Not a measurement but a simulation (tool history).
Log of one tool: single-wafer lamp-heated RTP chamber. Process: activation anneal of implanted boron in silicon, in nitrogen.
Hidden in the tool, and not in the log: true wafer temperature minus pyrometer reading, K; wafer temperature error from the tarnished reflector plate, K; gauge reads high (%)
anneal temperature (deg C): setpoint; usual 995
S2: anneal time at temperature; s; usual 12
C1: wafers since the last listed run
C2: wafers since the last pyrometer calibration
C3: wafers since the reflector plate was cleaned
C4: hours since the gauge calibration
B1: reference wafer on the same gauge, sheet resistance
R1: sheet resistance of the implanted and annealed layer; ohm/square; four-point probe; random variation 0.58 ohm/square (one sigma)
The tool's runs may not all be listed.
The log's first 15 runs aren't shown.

Run 16, hour 1047.6: usual settings but anneal temperature (deg C) 985, S2 6 s; C1 1228; C2 11180; C3 14748; C4 1020.1; B1 84.93. Result: R1 107.65 ohm/square.
Run 17, hour 1090.8: usual settings but anneal temperature (deg C) 973, S2 17 s; C1 915; C2 12095; C3 15663; C4 1063.3; B1 84.97. Result: R1 107.10 ohm/square.
At hour 1168.7: reflector plate cleaned.
Run 18, hour 1185.1: usual settings but anneal temperature (deg C) 1004; C1 1827; C2 13923; C3 346; C4 1157.6; B1 85.00. Result: R1 96.76 ohm/square.
At hour 1327.2: pyrometer window cleaned and pyrometer calibrated.
Run 19, hour 1396.5: usual settings; C1 4308; C2 1467; C3 4654; C4 1369.0; B1 84.96. Result: R1 100.50 ohm/square.
Run 20, hour 1439.8: usual settings but anneal temperature (deg C) 970, S2 8 s; C1 917; C2 2384; C3 5572; C4 1412.3; B1 84.96. Result: R1 122.95 ohm/square.
Run 21, hour 1499.3: usual settings but anneal temperature (deg C) 1016, S2 9 s; C1 1260; C2 3644; C3 6832; C4 1471.8; B1 84.95. Result: R1 94.15 ohm/square.
Run 22, hour 1572.8: usual settings; C1 1556; C2 5201; C3 8389; C4 1545.3; B1 85.03. Result: R1 99.79 ohm/square.
Run 23, hour 1644.3: usual settings; C1 1514; C2 6716; C3 9903; C4 1616.8; B1 84.88. Result: R1 99.65 ohm/square.
Run 24, hour 1727.5: usual settings; C1 1762; C2 8478; C3 11665; C4 1700.0; B1 84.95. Result: R1 99.89 ohm/square.
Run 25, hour 1795.6: usual settings; C1 1442; C2 9920; C3 13108; C4 1768.1; B1 84.96. Result: R1 99.89 ohm/square.

Forecast run 26:
At hour 1843.4: reflector plate cleaned.
Run 26, hour 1854.7: usual settings but anneal temperature (deg C) 1009, S2 8 s; C1 1082; C2 11003; C3 238; C4 1827.2; B1 ?. Result: R1 ?.

Run 26 gave B1 84.98, R1 95.86 ohm/square.
Without the tool's hidden state the same run would have given R1 96.15 ohm/square.
